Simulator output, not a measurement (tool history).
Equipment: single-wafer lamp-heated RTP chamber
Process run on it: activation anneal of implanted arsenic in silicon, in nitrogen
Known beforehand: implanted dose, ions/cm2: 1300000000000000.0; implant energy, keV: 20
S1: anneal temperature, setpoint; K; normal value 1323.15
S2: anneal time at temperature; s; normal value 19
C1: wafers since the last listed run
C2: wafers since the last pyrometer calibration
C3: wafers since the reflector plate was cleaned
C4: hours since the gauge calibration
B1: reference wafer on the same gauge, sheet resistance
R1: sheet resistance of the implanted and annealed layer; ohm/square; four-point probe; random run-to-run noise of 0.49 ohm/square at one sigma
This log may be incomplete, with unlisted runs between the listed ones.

Run 1, hour 0: usual settings but S2 13 s; C1 0; C2 8612; C3 3320; C4 980.2; B1 117.97. Result: R1 105.16 ohm/square.
At hour 19.5: pyrometer window cleaned and pyrometer calibrated.
Run 2, hour 48.3: usual settings but S2 13 s; C1 538; C2 384; C3 3858; C4 1028.5; B1 117.98. Result: R1 105.48 ohm/square.
Run 3, hour 75.7: usual settings but S2 13 s; C1 365; C2 750; C3 4224; C4 1055.9; B1 117.96. Result: R1 105.48 ohm/square.
Run 4, hour 108.3: usual settings but S1 1304.15 K, S2 12 s; C1 435; C2 1186; C3 4659; C4 1088.5; B1 117.93. Result: R1 111.99 ohm/square.
Run 5, hour 152.5: usual settings but S1 1304.15 K, S2 12 s; C1 590; C2 1776; C3 5249; C4 1132.7; B1 118.05. Result: R1 111.11 ohm/square.
Run 6, hour 196.9: usual settings; C1 592; C2 2369; C3 5842; C4 1177.1; B1 117.99. Result: R1 99.88 ohm/square.
Run 7, hour 244.1: usual settings; C1 630; C2 2999; C3 6472; C4 1224.3; B1 118.02. Result: R1 100.07 ohm/square.
Run 8, hour 268.3: usual settings; C1 323; C2 3322; C3 6796; C4 1248.5; B1 117.98. Result: R1 99.42 ohm/square.
Run 9, hour 305: usual settings; C1 490; C2 3812; C3 7286; C4 1285.2; B1 117.94. Result: R1 99.89 ohm/square.
Run 10, hour 366.1: usual settings; C1 815; C2 4628; C3 8102; C4 1346.3; B1 118.01. Result: R1 100.96 ohm/square.
Run 11, hour 406.3: usual settings; C1 536; C2 5165; C3 8638; C4 1386.5; B1 118.08. Result: R1 100.28 ohm/square.
Run 12, hour 477: usual settings; C1 944; C2 6109; C3 9583; C4 1457.2; B1 117.92. Result: R1 100.42 ohm/square.
At hour 483.7: gauge calibrated.
Run 13, hour 502.9: usual settings; C1 345; C2 6455; C3 9928; C4 19.2; B1 117.99. Result: R1 101.22 ohm/square.
Run 14, hour 662.4: usual settings; C1 2129; C2 8585; C3 12058; C4 178.7; B1 118.02. Result: R1 101.57 ohm/square.
At hour 676.3: pyrometer window cleaned and pyrometer calibrated.
At hour 723.7: reflector plate cleaned.
Run 15, hour 730.8: usual settings but S2 15 s; C1 699; C2 620; C3 94; C4 247.1; B1 117.97. Result: R1 103.47 ohm/square.
Run 16, hour 777.7: usual settings but S1 1339.15 K, S2 25 s; C1 626; C2 1246; C3 720; C4 294; B1 117.99. Result: R1 93.55 ohm/square.
Run 17, hour 824: usual settings but S1 1295.15 K, S2 10 s; C1 618; C2 1865; C3 1338; C4 340.3; B1 118.06. Result: R1 116.56 ohm/square.
Run 18, hour 919.5: usual settings; C1 1275; C2 3140; C3 2614; C4 435.8; B1 117.93. Result: R1 99.93 ohm/square.
Run 19, hour 981.1: usual settings; C1 822; C2 3963; C3 3436; C4 497.4; B1 117.98. Result: R1 100.6 ohm/square.
Run 20, hour 1040.1: usual settings; C1 787; C2 4751; C3 4224; C4 556.4; B1 118.03. Result: R1 99.94 ohm/square.
Run 21, hour 1089.9: usual settings but S2 11 s; C1 665; C2 5416; C3 4889; C4 606.2; B1 117.95. Result: R1 107.18 ohm/square.
Run 22, hour 1142.9: usual settings but S1 1307.15 K, S2 14 s; C1 707; C2 6123; C3 5597; C4 659.2; B1 117.92. Result: R1 108.44 ohm/square.
Run 23, hour 1188.3: usual settings but S1 1331.15 K, S2 10 s; C1 606; C2 6730; C3 6203; C4 704.6; B1 118.06. Result: R1 105.4 ohm/square.
At hour 1206: pyrometer window cleaned and pyrometer calibrated.
Run 24, hour 1244.9: usual settings but S1 1343.15 K; C1 649; C2 518; C3 6852; C4 761.2; B1 118.01. Result: R1 95.71 ohm/square.
Run 25, hour 1300.2: usual settings; C1 738; C2 1257; C3 7591; C4 816.5; B1 118.01. Result: R1 100.37 ohm/square.
Run 26, hour 1347.8: usual settings; C1 635; C2 1892; C3 8226; C4 864.1; B1 118.02. Result: R1 101.56 ohm/square.
Run 27, hour 1382.5: usual settings but S1 1352.15 K; C1 463; C2 2356; C3 8690; C4 898.8; B1 117.96. Result: R1 93.62 ohm/square.
Run 28, hour 1423.7: usual settings but S1 1344.15 K, S2 10 s; C1 550; C2 2906; C3 9240; C4 940; B1 118.1. Result: R1 101.97 ohm/square.
Run 29, hour 1469.9: usual settings but S1 1348.15 K; C1 616; C2 3523; C3 9857; C4 986.2; B1 118.07. Result: R1 94.18 ohm/square.
Run 30, hour 1519.3: usual settings but S1 1333.15 K, S2 16 s; C1 659; C2 4183; C3 10516; C4 1035.6; B1 117.95. Result: R1 100.3 ohm/square.
Run 31, hour 1550.9: usual settings but S1 1334.15 K, S2 25 s; C1 421; C2 4605; C3 10938; C4 1067.2; B1 118. Result: R1 95.09 ohm/square.
Run 32, hour 1603.6: usual settings; C1 703; C2 5308; C3 11642; C4 1119.9; B1 118.03. Result: R1 100.62 ohm/square.
Run 33, hour 1628.7: usual settings but S1 1333.15 K, S2 27 s; C1 335; C2 5644; C3 11977; C4 1145; B1 117.97. Result: R1 93.3 ohm/square.
Run 34, hour 1687.9: usual settings but S1 1301.15 K, S2 29 s; C1 790; C2 6434; C3 12768; C4 1204.2; B1 118.01. Result: R1 101.54 ohm/square.
At hour 1730.7: reflector plate cleaned.
Run 35, hour 1741.6: usual settings; C1 610; C2 7044; C3 145; C4 1257.9; B1 118. Result: R1 101.26 ohm/square.
Run 36, hour 1777.5: usual settings but S1 1343.15 K, S2 23 s; C1 479; C2 7524; C3 624; C4 1293.8; B1 117.92. Result: R1 93.03 ohm/square.
Run 37, hour 1827: usual settings but S2 22 s; C1 661; C2 8185; C3 1285; C4 1343.3; B1 117.94. Result: R1 99.84 ohm/square.

Forecast each of these 4 alternatives for the next run:
Run A, hour 1827.4: usual settings; C1 5; C2 8190; C3 1290; C4 1343.7; B1 ?. Result: R1 ?.
Run B, hour 1827.4: usual settings but S1 1352.15 K, S2 11 s; C1 5; C2 8190; C3 1290; C4 1343.7; B1 ?. Result: R1 ?.
Run C, hour 1827.4: usual settings but S1 1307.15 K, S2 12 s; C1 5; C2 8190; C3 1290; C4 1343.7; B1 ?. Result: R1 ?.
Run D, hour 1827.4: usual settings but S1 1306.15 K, S2 22 s; C1 5; C2 8190; C3 1290; C4 1343.7; B1 ?. Result: R1 ?.

run      B1      R1
  A  117.97  100.96
  B  117.97   99.64
  C  117.97  111.23
  D  117.97     104
With no hidden state in the tool, these same runs would have given:
run      R1
  A  100.96
  B   99.64
  C  111.23
  D     104
